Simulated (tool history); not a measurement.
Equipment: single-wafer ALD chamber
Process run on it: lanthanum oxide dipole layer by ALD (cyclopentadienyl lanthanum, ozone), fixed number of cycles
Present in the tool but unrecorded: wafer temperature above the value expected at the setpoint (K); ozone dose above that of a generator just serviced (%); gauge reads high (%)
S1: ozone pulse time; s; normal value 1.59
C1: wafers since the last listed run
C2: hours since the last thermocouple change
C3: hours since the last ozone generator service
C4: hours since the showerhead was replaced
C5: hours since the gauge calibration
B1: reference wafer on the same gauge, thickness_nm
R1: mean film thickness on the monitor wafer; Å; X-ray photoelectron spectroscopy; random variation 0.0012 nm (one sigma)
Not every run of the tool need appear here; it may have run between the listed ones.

run   hour    S1    C1      C2      C3      C4     C5     B1    R1
  1    0.0  1.26     0   948.8  1183.8  7887.5  253.2  0.479  4.82
  2   53.1  1.88   842  1001.9  1236.9  7940.6  306.3  0.479  5.10
  3   78.9  1.88   409  1027.7  1262.7  7966.4  332.1  0.479  5.11
  4  144.8  1.88  1045  1093.6  1328.6  8032.3  398.0  0.479  5.11
  5  215.8  1.72  1126  1164.6  1399.6  8103.3  469.0  0.479  5.07
     307.6  -- ozone generator serviced
  6  393.6  1.72  2694  1342.4    86.0  8281.1  646.8  0.479  5.07
     437.9  -- thermocouple changed; heater temperature recalibrated
     441.9  -- showerhead replaced
  7  503.4  1.72  1553    65.5   195.8    61.5  756.6  0.479  5.08
  8  528.5  1.17   398    90.6   220.9    86.6  781.7  0.479  4.74
  9  576.0  1.29   753   138.1   268.4   134.1  829.2  0.479  4.84
     597.3  -- gauge calibrated
 10  620.7  1.59   709   182.8   313.1   178.8   23.4  0.479  5.01
 11  665.7  1.59   714   227.8   358.1   223.8   68.4  0.479  5.03

Run 12 comes next. What will it give?
 12  722.6  1.88  903  284.7  415.0  280.7  125.3   ?   ?

B1: 0.479
R1: 5.11 Å
Take away the tool's hidden state, keep the run-to-run variation as it was, and the same run would have given R1 5.11 Å.
